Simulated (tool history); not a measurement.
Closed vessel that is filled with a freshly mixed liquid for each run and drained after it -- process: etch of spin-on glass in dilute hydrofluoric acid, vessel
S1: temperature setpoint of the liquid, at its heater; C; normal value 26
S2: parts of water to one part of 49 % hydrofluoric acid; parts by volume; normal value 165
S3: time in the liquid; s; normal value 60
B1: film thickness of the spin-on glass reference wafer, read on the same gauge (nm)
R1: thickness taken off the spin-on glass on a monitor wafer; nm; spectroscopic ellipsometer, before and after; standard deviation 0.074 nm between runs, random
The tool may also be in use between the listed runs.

{"run": 1, "hour": 0.0, "S1": 26, "S2": 165, "S3": 60, "B1": 80.01, "R1": 13.16}
{"run": 2, "hour": 34.9, "S1": 26, "S2": 165, "S3": 60, "B1": 80, "R1": 13.07}
{"run": 3, "hour": 59.5, "S1": 26, "S2": 165, "S3": 60, "B1": 80, "R1": 13}
{"run": 4, "hour": 83.7, "S1": 26, "S2": 165, "S3": 60, "B1": 80, "R1": 12.93}
{"run": 5, "hour": 119.4, "S1": 26, "S2": 180, "S3": 60, "B1": 80, "R1": 11.58}
{"run": 6, "hour": 139.0, "S1": 26, "S2": 180, "S3": 60, "B1": 79.99, "R1": 11.52}
{"hour": 147.8, "done": "hydrofluoric acid flow meter replaced"}
{"run": 7, "hour": 154.6, "S1": 26, "S2": 180, "S3": 60, "B1": 80.02, "R1": 12.2}
{"run": 8, "hour": 183.0, "S1": 26, "S2": 100, "S3": 70, "B1": 79.98, "R1": 28.1}
{"hour": 202.3, "done": "gauge calibrated"}
{"run": 9, "hour": 213.1, "S1": 26, "S2": 165, "S3": 60, "B1": 79.99, "R1": 13.34}
{"run": 10, "hour": 243.3, "S1": 28.5, "S2": 225, "S3": 60, "B1": 79.98, "R1": 10.05}
{"run": 11, "hour": 257.9, "S1": 26, "S2": 190, "S3": 60, "B1": 80.01, "R1": 11.17}
{"run": 12, "hour": 275.4, "S1": 29, "S2": 165, "S3": 45, "B1": 79.97, "R1": 11.01}
{"hour": 292.1, "done": "thermometer replaced"}
{"run": 13, "hour": 295.4, "S1": 24, "S2": 90, "S3": 85, "B1": 79.99, "R1": 36.33}
{"run": 14, "hour": 309.3, "S1": 27.5, "S2": 190, "S3": 50, "B1": 80.02, "R1": 10.17}
{"run": 15, "hour": 344.6, "S1": 26, "S2": 165, "S3": 60, "B1": 80.02, "R1": 13.65}
{"run": 16, "hour": 367.4, "S1": 26, "S2": 165, "S3": 80, "B1": 80, "R1": 18.12}
{"run": 17, "hour": 383.8, "S1": 26, "S2": 180, "S3": 60, "B1": 80.02, "R1": 12.25}
{"run": 18, "hour": 414.4, "S1": 26, "S2": 100, "S3": 70, "B1": 80, "R1": 27.97}
{"run": 19, "hour": 427.7, "S1": 26, "S2": 165, "S3": 60, "B1": 80, "R1": 13.28}

Consider 3 possible next runs. They are alternatives, not a sequence: every one starts from the tool as it was left by run 19. What does each give?
{"run": "A", "hour": 428.4, "S1": 28, "S2": 165, "S3": 60, "B1": "?", "R1": "?"}
{"run": "B", "hour": 428.4, "S1": 22, "S2": 165, "S3": 60, "B1": "?", "R1": "?"}
{"run": "C", "hour": 428.4, "S1": 24.5, "S2": 225, "S3": 95, "B1": "?", "R1": "?"}

run=A B1=79.99 R1=14.43
run=B B1=79.99 R1=11.52
run=C B1=79.99 R1=13.76
Without the tool's hidden state the same runs would have given:
run=A R1=15.26
run=B R1=12.19
run=C R1=14.58

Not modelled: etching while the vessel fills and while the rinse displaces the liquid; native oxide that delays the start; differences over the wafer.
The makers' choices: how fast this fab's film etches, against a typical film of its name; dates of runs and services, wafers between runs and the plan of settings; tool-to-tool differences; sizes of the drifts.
